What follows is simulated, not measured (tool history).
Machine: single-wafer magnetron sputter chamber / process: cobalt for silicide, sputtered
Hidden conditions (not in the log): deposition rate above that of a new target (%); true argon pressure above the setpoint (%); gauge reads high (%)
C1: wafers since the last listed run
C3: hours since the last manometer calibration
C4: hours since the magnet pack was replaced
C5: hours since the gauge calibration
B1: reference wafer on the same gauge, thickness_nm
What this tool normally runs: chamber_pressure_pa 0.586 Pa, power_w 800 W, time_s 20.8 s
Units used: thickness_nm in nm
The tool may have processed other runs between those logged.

run 1 hour=0.0 | chamber_pressure_pa=0.586 power_w=800 time_s=20.8 | C1=0 wafers_on_the_sputter_target=397 C3=1983.5 C4=9839.5 C5=649.9 | B1=8.858 | thickness_nm=8.223
run 2 hour=48.4 | chamber_pressure_pa=0.586 power_w=800 time_s=20.8 | C1=784 wafers_on_the_sputter_target=1181 C3=2031.9 C4=9887.9 C5=698.3 | B1=8.865 | thickness_nm=8.210
run 3 hour=90.2 | chamber_pressure_pa=0.586 power_w=800 time_s=20.8 | C1=677 wafers_on_the_sputter_target=1859 C3=2073.7 C4=9929.7 C5=740.1 | B1=8.856 | thickness_nm=8.238
run 4 hour=128.6 | chamber_pressure_pa=0.586 power_w=800 time_s=20.8 | C1=622 wafers_on_the_sputter_target=2481 C3=2112.1 C4=9968.1 C5=778.5 | B1=8.850 | thickness_nm=8.269
run 5 hour=179.3 | chamber_pressure_pa=0.586 power_w=800 time_s=20.8 | C1=821 wafers_on_the_sputter_target=3302 C3=2162.8 C4=10018.8 C5=829.2 | B1=8.863 | thickness_nm=8.229
run 6 hour=231.8 | chamber_pressure_pa=0.586 power_w=800 time_s=20.8 | C1=850 wafers_on_the_sputter_target=4153 C3=2215.3 C4=10071.3 C5=881.7 | B1=8.852 | thickness_nm=8.211
run 7 hour=262.7 | chamber_pressure_pa=0.586 power_w=800 time_s=20.8 | C1=500 wafers_on_the_sputter_target=4653 C3=2246.2 C4=10102.2 C5=912.6 | B1=8.861 | thickness_nm=8.248
run 8 hour=326.8 | chamber_pressure_pa=0.586 power_w=800 time_s=20.8 | C1=1038 wafers_on_the_sputter_target=5692 C3=2310.3 C4=10166.3 C5=976.7 | B1=8.854 | thickness_nm=8.238
run 9 hour=363.7 | chamber_pressure_pa=0.586 power_w=800 time_s=20.8 | C1=597 wafers_on_the_sputter_target=6290 C3=2347.2 C4=10203.2 C5=1013.6 | B1=8.862 | thickness_nm=8.225
run 10 hour=424.3 | chamber_pressure_pa=0.586 power_w=800 time_s=20.8 | C1=981 wafers_on_the_sputter_target=7272 C3=2407.8 C4=10263.8 C5=1074.2 | B1=8.857 | thickness_nm=8.127
run 11 hour=451.3 | chamber_pressure_pa=0.586 power_w=800 time_s=20.8 | C1=437 wafers_on_the_sputter_target=7709 C3=2434.8 C4=10290.8 C5=1101.2 | B1=8.854 | thickness_nm=8.180
run 12 hour=502.1 | chamber_pressure_pa=0.586 power_w=800 time_s=20.8 | C1=823 wafers_on_the_sputter_target=8532 C3=2485.6 C4=10341.6 C5=1152.0 | B1=8.865 | thickness_nm=8.265
run 13 hour=538.6 | chamber_pressure_pa=0.586 power_w=800 time_s=20.8 | C1=591 wafers_on_the_sputter_target=9123 C3=2522.1 C4=10378.1 C5=1188.5 | B1=8.856 | thickness_nm=8.179
-- hour=579.3 sputter target and shields replaced
-- hour=670.5 capacitance manometer re-zeroed and calibrated
run 14 hour=671.0 | chamber_pressure_pa=0.586 power_w=800 time_s=20.8 | C1=1885 wafers_on_the_sputter_target=1356 C3=0.5 C4=10510.5 C5=1320.9 | B1=8.854 | thickness_nm=8.379
run 15 hour=733.6 | chamber_pressure_pa=0.726 power_w=800 time_s=19.0 | C1=1014 wafers_on_the_sputter_target=2370 C3=63.1 C4=10573.1 C5=1383.5 | B1=8.853 | thickness_nm=7.343
-- hour=743.4 magnet pack replaced, of another model than before
run 16 hour=869.3 | chamber_pressure_pa=0.651 power_w=600 time_s=19.0 | C1=2068 wafers_on_the_sputter_target=4439 C3=198.8 C4=125.9 C5=1519.2 | B1=8.868 | thickness_nm=5.572
run 17 hour=914.3 | chamber_pressure_pa=0.586 power_w=800 time_s=20.8 | C1=729 wafers_on_the_sputter_target=5168 C3=243.8 C4=170.9 C5=1564.2 | B1=8.867 | thickness_nm=8.387
run 18 hour=952.4 | chamber_pressure_pa=0.586 power_w=800 time_s=17.4 | C1=617 wafers_on_the_sputter_target=5785 C3=281.9 C4=209.0 C5=1602.3 | B1=8.852 | thickness_nm=6.960
run 19 hour=1017.0 | chamber_pressure_pa=0.769 power_w=950 time_s=20.8 | C1=1046 wafers_on_the_sputter_target=6832 C3=346.5 C4=273.6 C5=1666.9 | B1=8.857 | thickness_nm=9.199
run 20 hour=1081.8 | chamber_pressure_pa=0.586 power_w=800 time_s=20.8 | C1=1049 wafers_on_the_sputter_target=7882 C3=411.3 C4=338.4 C5=1731.7 | B1=8.849 | thickness_nm=8.322
run 21 hour=1130.2 | chamber_pressure_pa=0.501 power_w=900 time_s=19.2 | C1=784 wafers_on_the_sputter_target=8666 C3=459.7 C4=386.8 C5=1780.1 | B1=8.851 | thickness_nm=8.909
-- hour=1167.3 sputter target and shields replaced
run 22 hour=1167.8 | chamber_pressure_pa=0.798 power_w=750 time_s=20.8 | C1=479 wafers_on_the_sputter_target=8 C3=497.3 C4=424.4 C5=1817.7 | B1=8.871 | thickness_nm=7.205
-- hour=1203.1 gauge calibrated
run 23 hour=1207.9 | chamber_pressure_pa=0.680 power_w=800 time_s=18.1 | C1=649 wafers_on_the_sputter_target=657 C3=537.4 C4=464.5 C5=4.8 | B1=8.848 | thickness_nm=6.987
run 24 hour=1234.4 | chamber_pressure_pa=0.408 power_w=850 time_s=20.8 | C1=429 wafers_on_the_sputter_target=1087 C3=563.9 C4=491.0 C5=31.3 | B1=8.867 | thickness_nm=9.498
run 25 hour=1262.1 | chamber_pressure_pa=0.586 power_w=800 time_s=20.8 | C1=448 wafers_on_the_sputter_target=1535 C3=591.6 C4=518.7 C5=59.0 | B1=8.864 | thickness_nm=8.321
run 26 hour=1299.7 | chamber_pressure_pa=0.586 power_w=800 time_s=20.8 | C1=609 wafers_on_the_sputter_target=2145 C3=629.2 C4=556.3 C5=96.6 | B1=8.858 | thickness_nm=8.317
run 27 hour=1485.3 | chamber_pressure_pa=0.425 power_w=1000 time_s=20.8 | C1=3007 wafers_on_the_sputter_target=5152 C3=814.8 C4=741.9 C5=282.2 | B1=8.844 | thickness_nm=11.136
run 28 hour=1519.7 | chamber_pressure_pa=0.352 power_w=800 time_s=19.3 | C1=557 wafers_on_the_sputter_target=5709 C3=849.2 C4=776.3 C5=316.6 | B1=8.866 | thickness_nm=8.453
run 29 hour=1547.7 | chamber_pressure_pa=0.586 power_w=800 time_s=16.7 | C1=453 wafers_on_the_sputter_target=6163 C3=877.2 C4=804.3 C5=344.6 | B1=8.853 | thickness_nm=6.729
-- hour=1654.5 sputter target and shields replaced
run 30 hour=1655.2 | chamber_pressure_pa=0.586 power_w=700 time_s=21.9 | C1=1612 wafers_on_the_sputter_target=11 C3=984.7 C4=911.8 C5=452.1 | B1=8.857 | thickness_nm=7.603
run 31 hour=1722.0 | chamber_pressure_pa=0.586 power_w=800 time_s=20.8 | C1=1082 wafers_on_the_sputter_target=1094 C3=1051.5 C4=978.6 C5=518.9 | B1=8.856 | thickness_nm=8.262
run 32 hour=1752.5 | chamber_pressure_pa=0.783 power_w=800 time_s=20.8 | C1=494 wafers_on_the_sputter_target=1588 C3=1082.0 C4=1009.1 C5=549.4 | B1=8.849 | thickness_nm=7.679
run 33 hour=1816.8 | chamber_pressure_pa=0.586 power_w=650 time_s=20.8 | C1=1041 wafers_on_the_sputter_target=2630 C3=1146.3 C4=1073.4 C5=613.7 | B1=8.856 | thickness_nm=6.749
run 34 hour=1841.8 | chamber_pressure_pa=0.409 power_w=800 time_s=20.8 | C1=405 wafers_on_the_sputter_target=3035 C3=1171.3 C4=1098.4 C5=638.7 | B1=8.860 | thickness_nm=8.894

Measured less the same run without the tool's hidden state. The same run-to-run variation is in both; the gauge's scatter may not be:
run=1 thickness_nm=-0.139
run=2 thickness_nm=-0.144
run=3 thickness_nm=-0.150
run=4 thickness_nm=-0.156
run=5 thickness_nm=-0.161
run=6 thickness_nm=-0.168
run=7 thickness_nm=-0.173
run=8 thickness_nm=-0.182
run=9 thickness_nm=-0.186
run=10 thickness_nm=-0.193
run=11 thickness_nm=-0.198
run=12 thickness_nm=-0.207
run=13 thickness_nm=-0.210
run=14 thickness_nm=-0.024
run=15 thickness_nm=-0.026
run=16 thickness_nm=-0.028
run=17 thickness_nm=-0.038
run=18 thickness_nm=-0.032
run=19 thickness_nm=-0.061
run=20 thickness_nm=-0.043
run=21 thickness_nm=-0.039
run=22 thickness_nm=-0.056
run=23 thickness_nm=-0.048
run=24 thickness_nm=-0.035
run=25 thickness_nm=-0.051
run=26 thickness_nm=-0.052
run=27 thickness_nm=-0.057
run=28 thickness_nm=-0.034
run=29 thickness_nm=-0.055
run=30 thickness_nm=-0.071
run=31 thickness_nm=-0.082
run=32 thickness_nm=-0.110
run=33 thickness_nm=-0.074
run=34 thickness_nm=-0.064

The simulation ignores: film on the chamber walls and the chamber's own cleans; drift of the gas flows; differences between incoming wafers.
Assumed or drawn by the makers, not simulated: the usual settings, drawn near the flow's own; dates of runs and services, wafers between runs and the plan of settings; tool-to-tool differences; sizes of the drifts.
